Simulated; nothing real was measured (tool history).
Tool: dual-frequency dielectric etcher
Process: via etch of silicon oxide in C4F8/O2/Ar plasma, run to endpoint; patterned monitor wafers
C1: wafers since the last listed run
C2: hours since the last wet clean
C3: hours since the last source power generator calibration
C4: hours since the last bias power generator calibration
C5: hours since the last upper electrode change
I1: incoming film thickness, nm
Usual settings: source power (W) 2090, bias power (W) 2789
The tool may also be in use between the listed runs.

{"run": 1, "hour": 0.0, "source power (W)": 2090, "bias power (W)": 3056, "C1": 0, "C2": 433.5, "C3": 2085.8, "C4": 3719.6, "C5": 4524.6, "I1": 1405.6, "endpoint time (s)": 231.8}
{"run": 2, "hour": 17.7, "source power (W)": 2090, "bias power (W)": 3056, "C1": 107, "C2": 451.2, "C3": 2103.5, "C4": 3737.3, "C5": 4542.3, "I1": 1392.8, "endpoint time (s)": 231.4}
{"run": 3, "hour": 44.6, "source power (W)": 2090, "bias power (W)": 2789, "C1": 163, "C2": 478.1, "C3": 2130.4, "C4": 3764.2, "C5": 4569.2, "I1": 1414.0, "endpoint time (s)": 237.9}
{"run": 4, "hour": 66.6, "source power (W)": 2090, "bias power (W)": 2789, "C1": 134, "C2": 500.1, "C3": 2152.4, "C4": 3786.2, "C5": 4591.2, "I1": 1395.7, "endpoint time (s)": 235.3}
{"run": 5, "hour": 97.8, "source power (W)": 2090, "bias power (W)": 2789, "C1": 190, "C2": 531.3, "C3": 2183.6, "C4": 3817.4, "C5": 4622.4, "I1": 1415.0, "endpoint time (s)": 236.7}
{"run": 6, "hour": 116.5, "source power (W)": 2090, "bias power (W)": 2789, "C1": 113, "C2": 550.0, "C3": 2202.3, "C4": 3836.1, "C5": 4641.1, "I1": 1410.4, "endpoint time (s)": 235.8}
{"run": 7, "hour": 151.0, "source power (W)": 2090, "bias power (W)": 2789, "C1": 210, "C2": 584.5, "C3": 2236.8, "C4": 3870.6, "C5": 4675.6, "I1": 1412.0, "endpoint time (s)": 237.5}
{"hour": 155.1, "done": "source power generator calibrated"}
{"run": 8, "hour": 173.0, "source power (W)": 2090, "bias power (W)": 2789, "C1": 109, "C2": 606.5, "C3": 17.9, "C4": 3892.6, "C5": 4697.6, "I1": 1409.1, "endpoint time (s)": 233.6}
{"hour": 210.5, "done": "wet clean of the chamber"}
{"run": 9, "hour": 211.0, "source power (W)": 2340, "bias power (W)": 2789, "C1": 85, "C2": 0.5, "C3": 55.9, "C4": 3930.6, "C5": 4735.6, "I1": 1419.4, "endpoint time (s)": 229.3}
{"run": 10, "hour": 216.1, "source power (W)": 1970, "bias power (W)": 2789, "C1": 31, "C2": 5.6, "C3": 61.0, "C4": 3935.7, "C5": 4740.7, "I1": 1411.5, "endpoint time (s)": 250.2}
{"run": 11, "hour": 244.2, "source power (W)": 1970, "bias power (W)": 2789, "C1": 171, "C2": 33.7, "C3": 89.1, "C4": 3963.8, "C5": 4768.8, "I1": 1411.3, "endpoint time (s)": 251.1}
{"hour": 253.0, "done": "bias power generator calibrated"}
{"run": 12, "hour": 275.1, "source power (W)": 1580, "bias power (W)": 3285, "C1": 163, "C2": 64.6, "C3": 120.0, "C4": 22.1, "C5": 4799.7, "I1": 1411.5, "endpoint time (s)": 269.3}
{"run": 13, "hour": 294.1, "source power (W)": 2330, "bias power (W)": 2789, "C1": 115, "C2": 83.6, "C3": 139.0, "C4": 41.1, "C5": 4818.7, "I1": 1409.2, "endpoint time (s)": 229.7}
{"run": 14, "hour": 326.8, "source power (W)": 1600, "bias power (W)": 3123, "C1": 199, "C2": 116.3, "C3": 171.7, "C4": 73.8, "C5": 4851.4, "I1": 1430.1, "endpoint time (s)": 273.4}
{"hour": 366.8, "done": "upper electrode replaced"}
{"run": 15, "hour": 367.3, "source power (W)": 1840, "bias power (W)": 3467, "C1": 100, "C2": 156.8, "C3": 212.2, "C4": 114.3, "C5": 0.5, "I1": 1415.8, "endpoint time (s)": 243.6}
{"run": 16, "hour": 384.1, "source power (W)": 2090, "bias power (W)": 2789, "C1": 102, "C2": 173.6, "C3": 229.0, "C4": 131.1, "C5": 17.3, "I1": 1405.9, "endpoint time (s)": 239.9}
{"run": 17, "hour": 410.5, "source power (W)": 2250, "bias power (W)": 3309, "C1": 160, "C2": 200.0, "C3": 255.4, "C4": 157.5, "C5": 43.7, "I1": 1402.8, "endpoint time (s)": 218.6}
{"run": 18, "hour": 423.8, "source power (W)": 2090, "bias power (W)": 2789, "C1": 81, "C2": 213.3, "C3": 268.7, "C4": 170.8, "C5": 57.0, "I1": 1405.8, "endpoint time (s)": 239.5}
{"run": 19, "hour": 447.9, "source power (W)": 2530, "bias power (W)": 2789, "C1": 146, "C2": 237.4, "C3": 292.8, "C4": 194.9, "C5": 81.1, "I1": 1412.7, "endpoint time (s)": 217.5}
{"run": 20, "hour": 472.7, "source power (W)": 1770, "bias power (W)": 3405, "C1": 151, "C2": 262.2, "C3": 317.6, "C4": 219.7, "C5": 105.9, "I1": 1396.4, "endpoint time (s)": 244.1}
{"run": 21, "hour": 490.9, "source power (W)": 2400, "bias power (W)": 2292, "C1": 110, "C2": 280.4, "C3": 335.8, "C4": 237.9, "C5": 124.1, "I1": 1404.6, "endpoint time (s)": 232.3}
{"run": 22, "hour": 507.3, "source power (W)": 1640, "bias power (W)": 2284, "C1": 99, "C2": 296.8, "C3": 352.2, "C4": 254.3, "C5": 140.5, "I1": 1423.2, "endpoint time (s)": 288.1}

Forecast each of these 3 alternatives for the next run:
{"run": "A", "hour": 507.8, "source power (W)": 2090, "bias power (W)": 2789, "C1": 3, "C2": 297.3, "C3": 352.7, "C4": 254.8, "C5": 141.0, "I1": 1406.4, "endpoint time (s)": "?"}
{"run": "B", "hour": 507.8, "source power (W)": 2090, "bias power (W)": 2258, "C1": 3, "C2": 297.3, "C3": 352.7, "C4": 254.8, "C5": 141.0, "I1": 1406.4, "endpoint time (s)": "?"}
{"run": "C", "hour": 507.8, "source power (W)": 2490, "bias power (W)": 3001, "C1": 3, "C2": 297.3, "C3": 352.7, "C4": 254.8, "C5": 141.0, "I1": 1406.4, "endpoint time (s)": "?"}

run=A endpoint_time_(s)=238.2
run=B endpoint_time_(s)=251.8
run=C endpoint_time_(s)=213.8
Without the tool's hidden state the same runs would have given:
run=A endpoint_time_(s)=243.0
run=B endpoint_time_(s)=256.8
run=C endpoint_time_(s)=218.1

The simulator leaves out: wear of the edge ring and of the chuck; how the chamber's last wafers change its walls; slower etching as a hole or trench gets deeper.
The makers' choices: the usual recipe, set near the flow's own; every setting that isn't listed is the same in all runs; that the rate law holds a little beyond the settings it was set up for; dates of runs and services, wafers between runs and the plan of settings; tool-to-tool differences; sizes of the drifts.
